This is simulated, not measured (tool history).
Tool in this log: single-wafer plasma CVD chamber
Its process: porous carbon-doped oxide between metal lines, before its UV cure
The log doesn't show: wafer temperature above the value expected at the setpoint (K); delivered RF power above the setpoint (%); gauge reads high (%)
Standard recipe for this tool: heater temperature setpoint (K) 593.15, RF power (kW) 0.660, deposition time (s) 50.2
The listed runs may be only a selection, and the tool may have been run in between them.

run	hour	heater temperature setpoint (K)	RF power (kW)	deposition time (s)	wafers since the last listed run	hours since the last thermocouple change	hours since the last RF generator calibration	hours since the showerhead was replaced	hours since the gauge calibration	read-back reference wafer on the same gauge, thickness_nm	mean film thickness on the monitor wafer (angstrom)
1	0.0	593.15	0.660	50.2	0	2221.6	136.5	5132.9	565.3	231.234	2510.57
2	68.0	593.15	0.660	50.2	903	2289.6	204.5	5200.9	633.3	231.017	2519.43
3	147.5	593.15	0.755	48.2	1055	2369.1	284.0	5280.4	712.8	230.803	2727.43
4	221.9	593.15	0.735	50.2	988	2443.5	358.4	5354.8	787.2	231.018	2768.79
5	322.3	593.15	0.735	50.2	1333	2543.9	458.8	5455.2	887.6	230.857	2764.34
6	395.5	593.15	0.660	50.2	972	2617.1	532.0	5528.4	960.8	230.705	2503.01
7	478.4	603.15	0.660	50.2	1101	2700.0	614.9	5611.3	1043.7	230.872	2372.20
8	584.5	603.15	0.660	50.2	1409	2806.1	721.0	5717.4	1149.8	230.902	2349.62
9	639.8	599.15	0.660	50.2	734	2861.4	776.3	5772.7	1205.1	231.006	2418.29
# hour 649.4: thermocouple changed; heater temperature recalibrated
10	726.1	599.15	0.660	50.2	1039	76.7	862.6	5859.0	1291.4	230.942	2410.99
11	775.5	593.15	0.660	50.2	656	126.1	912.0	5908.4	1340.8	231.241	2483.82
12	840.7	593.15	0.660	50.2	865	191.3	977.2	5973.6	1406.0	231.333	2501.32
# hour 881.7: gauge calibrated
13	911.7	593.15	0.660	46.1	942	262.3	1048.2	6044.6	30.0	230.659	2283.98
14	1009.8	593.15	0.660	46.1	1302	360.4	1146.3	6142.7	128.1	230.945	2291.65
15	1062.0	593.15	0.660	46.1	693	412.6	1198.5	6194.9	180.3	231.173	2279.26
16	1124.1	593.15	0.660	50.2	824	474.7	1260.6	6257.0	242.4	231.293	2468.51
17	1181.7	593.15	0.660	50.2	764	532.3	1318.2	6314.6	300.0	230.940	2450.35
18	1242.6	589.15	0.590	50.2	808	593.2	1379.1	6375.5	360.9	231.426	2250.75
19	1298.0	593.15	0.720	57.3	735	648.6	1434.5	6430.9	416.3	231.295	3036.93
20	1345.0	593.15	0.660	50.2	624	695.6	1481.5	6477.9	463.3	230.827	2455.77
21	1393.6	593.15	0.705	50.2	645	744.2	1530.1	6526.5	511.9	230.486	2615.46
22	1448.0	593.15	0.720	50.2	722	798.6	1584.5	6580.9	566.3	231.214	2657.15
# hour 1507.5: RF generator calibrated
# hour 1546.8: showerhead replaced, of another model than before
23	1558.1	606.15	0.660	50.2	1249	908.7	50.6	11.3	676.4	231.204	2351.53
24	1645.8	593.15	0.660	54.9	1164	996.4	138.3	99.0	764.1	230.963	2768.95
25	1712.9	586.15	0.660	42.5	891	1063.5	205.4	166.1	831.2	230.664	2231.37
26	1758.9	593.15	0.660	46.6	610	1109.5	251.4	212.1	877.2	231.076	2340.47
27	1807.1	593.15	0.660	50.2	640	1157.7	299.6	260.3	925.4	231.287	2506.27
28	1844.8	606.15	0.715	54.0	500	1195.4	337.3	298.0	963.1	230.993	2666.05
29	1903.1	585.15	0.660	50.2	774	1253.7	395.6	356.3	1021.4	230.979	2640.17
30	1947.2	593.15	0.740	50.2	585	1297.8	439.7	400.4	1065.5	231.141	2709.25
31	2034.4	599.15	0.760	43.5	1158	1385.0	526.9	487.6	1152.7	231.266	2327.32
32	2081.9	588.15	0.700	55.3	630	1432.5	574.4	535.1	1200.2	230.990	2968.32

Branching from run 32: 4 alternative next runs. What would each branch give?
A	2082.3	587.15	0.660	50.2	5	1432.9	574.8	535.5	1200.6	?	?
B	2082.3	593.15	0.725	47.1	5	1432.9	574.8	535.5	1200.6	?	?
C	2082.3	585.15	0.765	42.6	5	1432.9	574.8	535.5	1200.6	?	?
D	2082.3	599.15	0.790	44.4	5	1432.9	574.8	535.5	1200.6	?	?

run	read-back reference wafer on the same gauge, thickness_nm	mean film thickness on the monitor wafer (angstrom)
A	230.831	2600.80
B	230.831	2506.53
C	230.831	2466.67
D	230.831	2418.25
Had the tool no hidden state, the same runs would have come out as:
run	mean film thickness on the monitor wafer (angstrom)
A	2608.45
B	2513.91
C	2473.93
D	2425.37

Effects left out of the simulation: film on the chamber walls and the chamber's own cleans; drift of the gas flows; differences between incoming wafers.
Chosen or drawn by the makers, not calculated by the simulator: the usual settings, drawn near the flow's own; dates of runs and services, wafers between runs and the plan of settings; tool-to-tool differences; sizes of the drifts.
